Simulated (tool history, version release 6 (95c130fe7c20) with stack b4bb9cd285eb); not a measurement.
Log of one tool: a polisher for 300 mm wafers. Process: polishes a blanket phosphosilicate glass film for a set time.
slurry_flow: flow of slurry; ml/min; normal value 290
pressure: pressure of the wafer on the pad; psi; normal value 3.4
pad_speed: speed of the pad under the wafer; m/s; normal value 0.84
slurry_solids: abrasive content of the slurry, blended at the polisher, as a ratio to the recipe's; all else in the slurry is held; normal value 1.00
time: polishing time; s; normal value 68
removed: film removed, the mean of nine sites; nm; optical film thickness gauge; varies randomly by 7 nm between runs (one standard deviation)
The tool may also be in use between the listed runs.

run	hour	slurry_flow	pressure	pad_speed	slurry_solids	time	incoming thickness of the incoming film, nm	removed
1	0.0	290	3.4	0.70	1.00	68	4037.2	422.6
2	68.2	290	3.4	0.84	1.15	90	3999.5	616.0
3	127.5	290	4.2	1.10	0.75	68	3945.9	552.6
4	188.5	290	3.4	0.84	1.00	68	4033.9	434.4
# hour 193.2: conditioning disc replaced and pad reconditioned
# hour 223.2: worn pad replaced by a new one
5	224.8	290	3.4	0.84	1.00	80	4125.1	547.5
6	306.1	290	3.4	0.84	1.10	68	4065.2	497.5
# hour 310.6: slurry nozzle cleaned
7	397.3	290	3.4	0.84	1.00	68	3970.1	465.5
8	436.1	290	3.4	0.84	0.75	52	4114.4	332.0
# hour 560.9: slurry blender recalibrated
9	591.5	290	3.4	0.62	1.00	91	4071.5	546.9
10	680.4	290	3.9	0.84	1.20	87	4041.1	722.4
11	718.5	290	3.4	0.84	1.00	68	4059.2	446.8
# hour 759.2: conditioning disc replaced and pad reconditioned
12	764.1	200	2.5	1.06	1.00	68	3989.2	357.1
# hour 826.6: worn pad replaced by a new one
13	848.9	290	3.7	0.84	1.25	68	4015.4	581.0
# hour 867.6: slurry nozzle cleaned
14	911.2	380	4.3	0.84	1.00	68	4064.7	624.5
15	982.9	290	3.4	0.84	1.00	68	4090.8	495.5
16	1023.4	195	4.6	0.84	1.00	68	4050.6	632.8
# hour 1044.7: head pressure recalibrated
17	1106.9	320	4.0	0.84	1.15	68	4113.0	591.1
# hour 1155.7: slurry blender recalibrated
18	1157.1	290	4.1	0.84	0.75	68	4123.8	501.9
19	1238.2	290	3.4	0.84	1.00	68	3956.4	460.6
20	1282.5	215	3.4	0.84	0.80	48	4010.5	285.5
# hour 1304.3: conditioning disc replaced and pad reconditioned
21	1380.9	290	3.4	0.84	1.00	68	4048.0	442.2
# hour 1411.3: worn pad replaced by a new one
# hour 1433.8: slurry nozzle cleaned
22	1435.5	255	4.2	1.12	1.00	68	4010.7	690.1
23	1473.7	290	3.4	0.84	1.00	85	4052.1	606.2
24	1517.1	290	4.0	0.84	1.00	68	4051.3	576.4

Alternative continuations, all from the tool just after run 24; predict every row:
A	1517.5	290	3.4	0.76	1.00	68	3986.4	?
B	1517.5	290	3.4	0.84	1.30	68	3986.4	?
C	1517.5	290	2.5	0.84	0.90	68	3986.4	?
D	1517.5	220	3.4	1.00	1.00	50	3986.4	?
E	1517.5	290	3.4	0.72	1.00	68	3986.4	?

run	removed
A	461.3
B	534.9
C	340.4
D	377.7
E	450.1
The same runs, with their run-to-run variation unchanged, on a tool lacking any hidden condition would have given:
run	removed
A	464.5
B	538.5
C	342.7
D	380.2
E	453.2
